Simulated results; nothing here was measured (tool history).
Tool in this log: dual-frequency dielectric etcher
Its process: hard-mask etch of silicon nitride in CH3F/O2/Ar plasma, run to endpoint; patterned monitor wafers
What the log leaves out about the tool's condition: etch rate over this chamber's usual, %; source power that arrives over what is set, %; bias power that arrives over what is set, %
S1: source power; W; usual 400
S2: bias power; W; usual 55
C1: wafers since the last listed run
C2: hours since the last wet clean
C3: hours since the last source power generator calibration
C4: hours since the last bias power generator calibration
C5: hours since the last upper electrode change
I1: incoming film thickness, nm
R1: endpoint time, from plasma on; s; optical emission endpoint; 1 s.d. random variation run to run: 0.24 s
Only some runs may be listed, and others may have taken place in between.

run	hour	S1	S2	C1	C2	C3	C4	C5	I1	R1
1	0	320	55	0	604.9	1433.5	4353.5	5551.7	49.26	92.7
2	17.3	320	55	268	622.2	1450.8	4370.8	5569	49.78	94.1
# hour 51.5: wet clean of the chamber
3	52	320	55	165	0.5	1485.5	4405.5	5603.7	49.48	89.2
4	52.3	400	55	4	0.8	1485.8	4405.8	5604	48.6	78.2
5	52.6	400	55	4	1.1	1486.1	4406.1	5604.3	49.41	79.8
# hour 56.7: source power generator calibrated
6	65.7	430	55	141	14.2	9	4419.2	5617.4	49.12	76.7
7	71.7	400	55	93	20.2	15	4425.2	5623.4	48.9	79.2
# hour 102.9: upper electrode replaced
8	103.4	400	55	119	51.9	46.7	4456.9	0.5	49.08	79.1
9	109	350	42	86	57.5	52.3	4462.5	6.1	48.89	93.5
# hour 114.9: bias power generator calibrated
10	121.5	480	44	131	70	64.8	6.6	18.6	48.96	79.1
11	134.3	330	68	198	82.8	77.6	19.4	31.4	49.11	80.5
12	143.8	340	43	147	92.3	87.1	28.9	40.9	49.66	96.2
13	156.4	400	55	195	104.9	99.7	41.5	53.5	48.99	79.8
14	168.7	460	64	190	117.2	112	53.8	65.8	49.06	70.7

4 ways to go on from here, each from the tool as it stands after run 14. What would each give?
A	169.1	400	55	6	117.6	112.4	54.2	66.2	48.98	?
B	169.1	500	48	6	117.6	112.4	54.2	66.2	48.98	?
C	169.1	440	64	6	117.6	112.4	54.2	66.2	48.98	?
D	169.1	330	42	6	117.6	112.4	54.2	66.2	48.98	?

run	R1
A	79.7
B	75.3
C	71.9
D	97.2
The same runs, with their run-to-run variation unchanged, on a tool lacking any hidden condition would have given:
run	R1
A	79.3
B	74.9
C	71.5
D	96.7
